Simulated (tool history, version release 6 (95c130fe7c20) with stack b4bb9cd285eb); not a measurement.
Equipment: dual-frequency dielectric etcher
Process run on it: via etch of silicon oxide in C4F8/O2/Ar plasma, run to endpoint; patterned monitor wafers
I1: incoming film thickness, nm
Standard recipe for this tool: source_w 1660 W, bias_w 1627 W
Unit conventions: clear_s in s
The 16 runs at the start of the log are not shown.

{"hour": 1218.1, "done": "source power generator calibrated"}
{"run": 17, "hour": 1223.2, "source_w": 1660, "bias_w": 1627, "I1": 1238, "clear_s": 284.9}
{"run": 18, "hour": 1315.6, "source_w": 1340, "bias_w": 2024, "I1": 1244.7, "clear_s": 314.1}
{"hour": 1323.6, "done": "bias power generator calibrated"}
{"run": 19, "hour": 1378.5, "source_w": 1530, "bias_w": 1845, "I1": 1230.9, "clear_s": 288.2}
{"run": 20, "hour": 1474.8, "source_w": 1660, "bias_w": 1627, "I1": 1214.4, "clear_s": 276.9}
{"run": 21, "hour": 1535.4, "source_w": 2070, "bias_w": 1324, "I1": 1220.1, "clear_s": 251.3}
{"run": 22, "hour": 1590.9, "source_w": 1660, "bias_w": 1627, "I1": 1226.8, "clear_s": 277.8}
{"hour": 1666.8, "done": "wet clean of the chamber"}
{"run": 23, "hour": 1689.7, "source_w": 1500, "bias_w": 1748, "I1": 1248.5, "clear_s": 295.8}
{"run": 24, "hour": 1793.9, "source_w": 1660, "bias_w": 1627, "I1": 1221.9, "clear_s": 276.1}
{"run": 25, "hour": 1867.0, "source_w": 1660, "bias_w": 1953, "I1": 1244.3, "clear_s": 268.1}
{"run": 26, "hour": 1908.9, "source_w": 1320, "bias_w": 1888, "I1": 1235.1, "clear_s": 313.7}
{"run": 27, "hour": 1947.3, "source_w": 1910, "bias_w": 1627, "I1": 1219.7, "clear_s": 250.9}
{"run": 28, "hour": 2024.3, "source_w": 1660, "bias_w": 1627, "I1": 1240.4, "clear_s": 278.7}
{"run": 29, "hour": 2103.5, "source_w": 1660, "bias_w": 1627, "I1": 1228.1, "clear_s": 273.3}
{"run": 30, "hour": 2169.3, "source_w": 1660, "bias_w": 1245, "I1": 1224.5, "clear_s": 289.8}
{"hour": 2251.9, "done": "wet clean of the chamber"}
{"run": 31, "hour": 2265.1, "source_w": 1660, "bias_w": 1627, "I1": 1223.5, "clear_s": 273.2}
{"run": 32, "hour": 2345.8, "source_w": 1500, "bias_w": 1473, "I1": 1218.1, "clear_s": 296.4}
{"run": 33, "hour": 2452.2, "source_w": 1920, "bias_w": 1627, "I1": 1231.1, "clear_s": 251.8}
{"run": 34, "hour": 2508.9, "source_w": 1660, "bias_w": 1627, "I1": 1215, "clear_s": 269.5}
{"run": 35, "hour": 2551.5, "source_w": 1300, "bias_w": 1627, "I1": 1233.6, "clear_s": 325.5}

4 options for the next run, each taken on its own from the tool as it stands now. Forecast them:
{"run": "A", "hour": 2552.0, "source_w": 1660, "bias_w": 1627, "I1": 1224.6, "clear_s": "?"}
{"run": "B", "hour": 2552.0, "source_w": 1950, "bias_w": 1319, "I1": 1224.6, "clear_s": "?"}
{"run": "C", "hour": 2552.0, "source_w": 1470, "bias_w": 1392, "I1": 1224.6, "clear_s": "?"}
{"run": "D", "hour": 2552.0, "source_w": 1420, "bias_w": 1496, "I1": 1224.6, "clear_s": "?"}

run=A clear_s=273.5
run=B clear_s=258.3
run=C clear_s=306.7
run=D clear_s=309.7
Take away the tool's hidden state, keep each run's random variation, and the runs would have read:
run=A clear_s=283.4
run=B clear_s=267.7
run=C clear_s=317.8
run=D clear_s=320.8

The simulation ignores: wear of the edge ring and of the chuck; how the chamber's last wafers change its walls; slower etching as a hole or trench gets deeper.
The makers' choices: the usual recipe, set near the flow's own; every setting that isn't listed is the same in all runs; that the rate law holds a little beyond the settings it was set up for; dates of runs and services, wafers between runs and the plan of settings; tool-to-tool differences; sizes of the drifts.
